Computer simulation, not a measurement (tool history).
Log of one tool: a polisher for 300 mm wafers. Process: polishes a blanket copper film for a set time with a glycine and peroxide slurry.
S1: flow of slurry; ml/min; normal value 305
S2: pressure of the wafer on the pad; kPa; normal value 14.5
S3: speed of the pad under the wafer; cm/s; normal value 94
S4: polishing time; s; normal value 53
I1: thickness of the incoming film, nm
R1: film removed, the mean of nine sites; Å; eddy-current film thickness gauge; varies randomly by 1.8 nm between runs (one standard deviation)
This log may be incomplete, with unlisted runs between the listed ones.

{"run": 1, "hour": 0.0, "S1": 305, "S2": 14.5, "S3": 94, "S4": 53, "I1": 1558.5, "R1": 2544}
{"hour": 27.8, "done": "worn pad replaced by a new one"}
{"run": 2, "hour": 310.5, "S1": 305, "S2": 14.5, "S3": 94, "S4": 53, "I1": 1586, "R1": 2540}
{"run": 3, "hour": 360.7, "S1": 305, "S2": 14.5, "S3": 94, "S4": 53, "I1": 1620.4, "R1": 2498}
{"run": 4, "hour": 419.7, "S1": 305, "S2": 14.5, "S3": 94, "S4": 53, "I1": 1570.3, "R1": 2524}
{"run": 5, "hour": 481.4, "S1": 305, "S2": 14.5, "S3": 94, "S4": 53, "I1": 1599.9, "R1": 2486}
{"run": 6, "hour": 540.5, "S1": 305, "S2": 14.5, "S3": 94, "S4": 53, "I1": 1574.6, "R1": 2487}
{"hour": 546.2, "done": "slurry nozzle cleaned"}
{"hour": 595.2, "done": "head pressure recalibrated"}
{"run": 7, "hour": 644.8, "S1": 305, "S2": 14.5, "S3": 94, "S4": 53, "I1": 1599.7, "R1": 2512}
{"hour": 661.3, "done": "worn pad replaced by a new one"}
{"run": 8, "hour": 741.5, "S1": 305, "S2": 14.5, "S3": 94, "S4": 53, "I1": 1592.7, "R1": 2524}
{"run": 9, "hour": 817.3, "S1": 305, "S2": 14.5, "S3": 94, "S4": 53, "I1": 1615.2, "R1": 2532}
{"run": 10, "hour": 870.9, "S1": 305, "S2": 14.5, "S3": 94, "S4": 53, "I1": 1603, "R1": 2508}
{"run": 11, "hour": 959.1, "S1": 305, "S2": 14.5, "S3": 94, "S4": 53, "I1": 1598.3, "R1": 2503}
{"run": 12, "hour": 1033.7, "S1": 305, "S2": 11, "S3": 94, "S4": 53, "I1": 1587.2, "R1": 2038}
{"hour": 1078.4, "done": "slurry nozzle cleaned"}
{"run": 13, "hour": 1109.0, "S1": 305, "S2": 11, "S3": 94, "S4": 53, "I1": 1586.7, "R1": 2121}
{"run": 14, "hour": 1164.0, "S1": 235, "S2": 14.5, "S3": 94, "S4": 53, "I1": 1615.5, "R1": 2520}
{"run": 15, "hour": 1256.6, "S1": 235, "S2": 14.5, "S3": 94, "S4": 53, "I1": 1577, "R1": 2499}
{"hour": 1289.6, "done": "worn pad replaced by a new one"}
{"run": 16, "hour": 1342.2, "S1": 235, "S2": 14.5, "S3": 94, "S4": 53, "I1": 1597.7, "R1": 2481}
{"run": 17, "hour": 1394.8, "S1": 305, "S2": 14.5, "S3": 94, "S4": 53, "I1": 1608.9, "R1": 2517}
{"run": 18, "hour": 1434.4, "S1": 305, "S2": 14.5, "S3": 94, "S4": 53, "I1": 1594.9, "R1": 2542}
{"run": 19, "hour": 1530.8, "S1": 230, "S2": 11, "S3": 124, "S4": 72, "I1": 1614, "R1": 3169}
{"run": 20, "hour": 1575.9, "S1": 305, "S2": 14.5, "S3": 94, "S4": 53, "I1": 1594.6, "R1": 2486}
{"run": 21, "hour": 1622.8, "S1": 395, "S2": 10.3, "S3": 118, "S4": 58, "I1": 1596.9, "R1": 2445}
{"hour": 1624.7, "done": "slurry nozzle cleaned"}
{"run": 22, "hour": 1722.0, "S1": 220, "S2": 14.5, "S3": 94, "S4": 53, "I1": 1574.5, "R1": 2492}
{"hour": 1789.4, "done": "head pressure recalibrated"}
{"hour": 1841.4, "done": "worn pad replaced by a new one"}
{"run": 23, "hour": 1888.8, "S1": 230, "S2": 11.7, "S3": 94, "S4": 58, "I1": 1587.8, "R1": 2310}
{"run": 24, "hour": 1958.0, "S1": 305, "S2": 17.2, "S3": 94, "S4": 53, "I1": 1598.9, "R1": 2862}
{"run": 25, "hour": 2025.2, "S1": 305, "S2": 14.5, "S3": 94, "S4": 58, "I1": 1588.8, "R1": 2736}
{"run": 26, "hour": 2072.9, "S1": 305, "S2": 14.5, "S3": 94, "S4": 53, "I1": 1595.7, "R1": 2486}
{"hour": 2126.2, "done": "slurry nozzle cleaned"}
{"run": 27, "hour": 2138.0, "S1": 230, "S2": 11, "S3": 124, "S4": 72, "I1": 1585, "R1": 3304}
{"run": 28, "hour": 2204.4, "S1": 305, "S2": 14.5, "S3": 76, "S4": 53, "I1": 1589.8, "R1": 2259}
{"run": 29, "hour": 2311.2, "S1": 305, "S2": 14.5, "S3": 94, "S4": 53, "I1": 1568.9, "R1": 2546}
{"run": 30, "hour": 2366.8, "S1": 305, "S2": 14.5, "S3": 94, "S4": 53, "I1": 1604, "R1": 2539}
{"hour": 2395.4, "done": "worn pad replaced by a new one"}
{"run": 31, "hour": 2453.8, "S1": 215, "S2": 17.2, "S3": 114, "S4": 70, "I1": 1610.4, "R1": 4224}
{"run": 32, "hour": 2506.7, "S1": 235, "S2": 11.7, "S3": 116, "S4": 38, "I1": 1580.2, "R1": 1704}
{"run": 33, "hour": 2587.3, "S1": 375, "S2": 14.5, "S3": 94, "S4": 53, "I1": 1586.2, "R1": 2549}
{"hour": 2620.0, "done": "slurry nozzle cleaned"}
{"run": 34, "hour": 2633.5, "S1": 305, "S2": 14.5, "S3": 94, "S4": 53, "I1": 1625.3, "R1": 2580}
{"run": 35, "hour": 2724.3, "S1": 305, "S2": 14.5, "S3": 94, "S4": 53, "I1": 1604.9, "R1": 2524}
{"run": 36, "hour": 2784.2, "S1": 305, "S2": 16.5, "S3": 94, "S4": 53, "I1": 1600.8, "R1": 2824}

The same runs without the tool's hidden state, with the same run-to-run variation:
What the log doesn't record here: removal rate lost through wear of the pad, %; slurry flow missing at the pad, %; deviation of the head's pressure from its setpoint, %.
run=1 R1=2552
run=2 R1=2593
run=3 R1=2558
run=4 R1=2596
run=5 R1=2570
run=6 R1=2583
run=7 R1=2531
run=8 R1=2556
run=9 R1=2576
run=10 R1=2560
run=11 R1=2571
run=12 R1=2105
run=13 R1=2124
run=14 R1=2532
run=15 R1=2526
run=16 R1=2521
run=17 R1=2560
run=18 R1=2591
run=19 R1=3269
run=20 R1=2560
run=21 R1=2514
run=22 R1=2512
run=23 R1=2354
run=24 R1=2920
run=25 R1=2805
run=26 R1=2557
run=27 R1=3311
run=28 R1=2271
run=29 R1=2573
run=30 R1=2575
run=31 R1=4326
run=32 R1=1750
run=33 R1=2613
run=34 R1=2584
run=35 R1=2538
run=36 R1=2850

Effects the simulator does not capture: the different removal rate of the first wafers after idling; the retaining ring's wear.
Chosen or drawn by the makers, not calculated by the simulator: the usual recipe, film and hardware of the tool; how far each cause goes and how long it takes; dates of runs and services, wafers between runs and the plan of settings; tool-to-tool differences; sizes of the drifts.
